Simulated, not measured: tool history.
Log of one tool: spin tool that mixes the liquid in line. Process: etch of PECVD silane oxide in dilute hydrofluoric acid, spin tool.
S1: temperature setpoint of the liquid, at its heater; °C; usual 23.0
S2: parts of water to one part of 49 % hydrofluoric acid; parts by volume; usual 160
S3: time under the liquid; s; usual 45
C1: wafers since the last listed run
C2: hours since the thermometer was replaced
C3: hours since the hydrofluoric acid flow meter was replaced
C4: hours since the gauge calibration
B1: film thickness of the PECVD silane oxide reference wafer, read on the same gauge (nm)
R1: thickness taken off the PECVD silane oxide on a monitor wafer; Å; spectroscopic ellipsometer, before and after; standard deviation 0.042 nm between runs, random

run,hour,S1,S2,S3,C1,C2,C3,C4,B1,R1
1,0.0,23.0,160,45,0,1551.3,1390.7,302.9,90.01,70.8
2,12.4,23.0,160,55,128,1563.7,1403.1,315.3,90.01,87.1
3,24.5,23.0,160,55,125,1575.8,1415.2,327.4,89.98,87.2
4,30.9,23.0,160,45,66,1582.2,1421.6,333.8,90.00,71.2
5,48.1,23.0,160,45,177,1599.4,1438.8,351.0,90.00,71.6
6,54.2,23.0,110,45,63,1605.5,1444.9,357.1,90.01,109.8
7,64.3,23.0,110,45,104,1615.6,1455.0,367.2,90.00,109.8
8,116.1,23.0,160,45,535,1667.4,1506.8,419.0,90.01,71.1
9,128.4,23.0,160,45,127,1679.7,1519.1,431.3,90.00,71.2
10,142.7,23.0,160,45,147,1694.0,1533.4,445.6,90.00,70.6
11,159.3,25.0,160,45,171,1710.6,1550.0,462.2,89.99,75.5
# hour 172.1: gauge calibrated
12,175.9,23.0,160,45,171,1727.2,1566.6,3.8,90.00,70.4
13,191.1,23.0,160,45,157,1742.4,1581.8,19.0,90.00,70.7
14,200.3,23.0,130,25,95,1751.6,1591.0,28.2,89.99,50.0
15,209.1,19.0,210,45,90,1760.4,1599.8,37.0,89.99,43.5
16,224.3,26.0,160,20,157,1775.6,1615.0,52.2,90.00,35.1
17,235.7,23.0,160,45,117,1787.0,1626.4,63.6,90.03,70.5
# hour 236.8: hydrofluoric acid flow meter replaced
18,245.6,23.0,160,60,91,1796.9,8.8,73.5,90.01,102.6
19,257.3,26.0,105,30,120,1808.6,20.5,85.2,90.01,93.3
20,264.1,23.0,120,45,70,1815.4,27.3,92.0,90.00,107.3
# hour 272.5: thermometer replaced
21,278.4,23.0,160,45,137,5.9,41.6,106.3,90.00,76.6
22,313.9,23.0,210,55,366,41.4,77.1,141.8,90.00,67.9
23,324.2,18.5,200,35,106,51.7,87.4,152.1,90.01,38.4
24,340.0,23.0,160,45,163,67.5,103.2,167.9,90.01,76.9
25,347.5,27.5,90,55,77,75.0,110.7,175.4,90.01,216.6
26,391.0,20.5,160,70,449,118.5,154.2,218.9,89.98,108.4
27,402.2,23.0,160,45,115,129.7,165.4,230.1,89.99,75.6
28,412.3,23.0,95,45,104,139.8,175.5,240.2,90.01,139.6
29,424.3,20.5,160,60,124,151.8,187.5,252.2,90.01,92.9
30,438.9,21.5,190,60,150,166.4,202.1,266.8,90.02,78.8
31,445.4,25.0,160,25,67,172.9,208.6,273.3,90.01,45.3
32,461.4,23.0,115,45,165,188.9,224.6,289.3,89.99,111.2
33,469.0,23.0,230,45,78,196.5,232.2,296.9,89.99,48.6

Give the tool's hidden conditions for every run:
liquid hotter than its thermometer reads (K): 0 on each run
gauge reads high (%): 0 on each run
H1: hydrofluoric acid flow below the setpoint (%)
run,H1
1,8.68
2,8.75
3,8.83
4,8.86
5,8.97
6,9.01
7,9.07
8,9.38
9,9.46
10,9.55
11,9.65
12,9.75
13,9.84
14,9.9
15,9.95
16,10
17,10.1
18,2.63
19,2.7
20,2.74
21,2.83
22,3.05
23,3.11
24,3.21
25,3.25
26,3.52
27,3.59
28,3.65
29,3.72
30,3.81
31,3.85
32,3.95
33,3.99
